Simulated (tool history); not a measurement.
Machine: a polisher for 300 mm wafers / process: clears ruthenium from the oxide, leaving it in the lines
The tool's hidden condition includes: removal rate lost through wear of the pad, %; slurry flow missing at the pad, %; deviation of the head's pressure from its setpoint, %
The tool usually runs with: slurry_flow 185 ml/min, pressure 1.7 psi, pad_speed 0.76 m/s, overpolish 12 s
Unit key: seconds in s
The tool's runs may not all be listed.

| run | hour | slurry_flow | pressure | pad_speed | overpolish | wafers since the last listed run | wafers polished on this pad | hours since the slurry nozzle was cleaned | hours since the head pressure was calibrated | incoming thickness of the incoming film, nm | seconds |
|---|---|---|---|---|---|---|---|---|---|---|---|
| 1 | 0.0 | 185 | 1.7 | 0.76 | 12 | 0 | 957 | 41.5 | 6.2 | 110.9 | 167.2 |
|  | 61.7 | worn pad replaced by a new one |
| 2 | 65.6 | 185 | 1.7 | 0.76 | 12 | 484 | 30 | 107.1 | 71.8 | 110.4 | 164.1 |
| 3 | 123.6 | 160 | 1.2 | 0.76 | 12 | 455 | 486 | 165.1 | 129.8 | 111.6 | 245.3 |
| 4 | 156.3 | 160 | 1.2 | 0.76 | 12 | 256 | 743 | 197.8 | 162.5 | 111.6 | 246.6 |
| 5 | 223.7 | 160 | 1.2 | 0.76 | 12 | 529 | 1273 | 265.2 | 229.9 | 109.5 | 248.1 |
|  | 257.3 | worn pad replaced by a new one |
| 6 | 268.5 | 185 | 1.7 | 0.76 | 12 | 320 | 88 | 310.0 | 274.7 | 111.2 | 177.0 |
| 7 | 333.5 | 185 | 1.7 | 0.76 | 12 | 510 | 599 | 375.0 | 339.7 | 109.6 | 175.1 |
| 8 | 386.1 | 185 | 1.7 | 0.76 | 12 | 413 | 1012 | 427.6 | 392.3 | 112.4 | 179.5 |
|  | 392.5 | head pressure recalibrated |
| 9 | 449.5 | 185 | 1.7 | 0.76 | 12 | 482 | 1494 | 491.0 | 57.0 | 110.3 | 173.6 |
|  | 497.6 | worn pad replaced by a new one |
| 10 | 498.6 | 185 | 1.7 | 0.76 | 12 | 354 | 7 | 540.1 | 106.1 | 109.1 | 173.8 |
|  | 526.8 | slurry nozzle cleaned |
| 11 | 560.5 | 185 | 1.7 | 0.76 | 12 | 478 | 486 | 33.7 | 168.0 | 110.7 | 163.6 |
| 12 | 630.5 | 185 | 1.2 | 0.94 | 12 | 550 | 1036 | 103.7 | 238.0 | 110.5 | 186.1 |
| 13 | 678.1 | 165 | 1.7 | 0.96 | 17 | 374 | 1410 | 151.3 | 285.6 | 109.8 | 139.6 |
|  | 703.2 | worn pad replaced by a new one |
| 14 | 710.0 | 185 | 1.7 | 0.76 | 12 | 219 | 53 | 183.2 | 317.5 | 109.4 | 165.5 |
| 15 | 743.9 | 225 | 1.7 | 0.76 | 12 | 266 | 320 | 217.1 | 351.4 | 111.1 | 168.1 |
| 16 | 774.8 | 185 | 1.3 | 0.76 | 12 | 242 | 562 | 248.0 | 382.3 | 110.9 | 221.9 |
| 17 | 815.3 | 150 | 2.2 | 0.68 | 17 | 318 | 881 | 288.5 | 422.8 | 108.9 | 156.6 |
|  | 848.0 | head pressure recalibrated |
| 18 | 864.7 | 185 | 1.9 | 0.66 | 7 | 372 | 1253 | 337.9 | 16.7 | 108.0 | 178.6 |
| 19 | 901.9 | 185 | 1.7 | 0.76 | 12 | 292 | 1546 | 375.1 | 53.9 | 110.1 | 173.1 |
|  | 938.4 | worn pad replaced by a new one |
| 20 | 950.0 | 165 | 1.7 | 0.76 | 8 | 346 | 90 | 423.2 | 102.0 | 108.5 | 175.3 |
| 21 | 995.7 | 185 | 1.7 | 0.76 | 12 | 359 | 450 | 468.9 | 147.7 | 110.1 | 175.6 |
| 22 | 1046.8 | 155 | 1.7 | 0.50 | 10 | 401 | 851 | 520.0 | 198.8 | 109.0 | 273.8 |
| 23 | 1089.2 | 125 | 1.2 | 0.52 | 12 | 333 | 1184 | 562.4 | 241.2 | 110.4 | 402.1 |

How the hidden state differs across the entries between the runs, from the last listed run before each to the first after it:
Run 1 -> run 2: worn pad replaced by a new one (hour 61.7)
  slurry flow missing at the pad, %: 10.3 -> 19.6
  measured less the result without the state, seconds: +2.8 -> +5.7 s
Run 5 -> run 6: worn pad replaced by a new one (hour 257.3)
  slurry flow missing at the pad, %: 33 -> 35.3
  measured less the result without the state, seconds: +19.4 -> +13.4 s
Run 8 -> run 9: head pressure recalibrated (hour 392.5)
  slurry flow missing at the pad, %: 39.4 -> 40.8
  measured less the result without the state, seconds: +16.0 -> +16.4 s
Run 9 -> run 10: worn pad replaced by a new one (hour 497.6)
  slurry flow missing at the pad, %: 40.8 -> 41.6
  measured less the result without the state, seconds: +16.4 -> +17.0 s
Run 10 -> run 11: slurry nozzle cleaned (hour 526.8)
  slurry flow missing at the pad, %: 41.6 -> 10.6
  measured less the result without the state, seconds: +17.0 -> +2.7 s
Run 13 -> run 14: worn pad replaced by a new one (hour 703.2)
  slurry flow missing at the pad, %: 26 -> 28.9
  measured less the result without the state, seconds: +7.7 -> +9.5 s
Run 17 -> run 18: head pressure recalibrated (hour 848.0)
  slurry flow missing at the pad, %: 35.9 -> 38.1
  measured less the result without the state, seconds: +14.6 -> +15.1 s
Run 19 -> run 20: worn pad replaced by a new one (hour 938.4)
  slurry flow missing at the pad, %: 39.4 -> 40.9
  measured less the result without the state, seconds: +15.5 -> +18.4 s
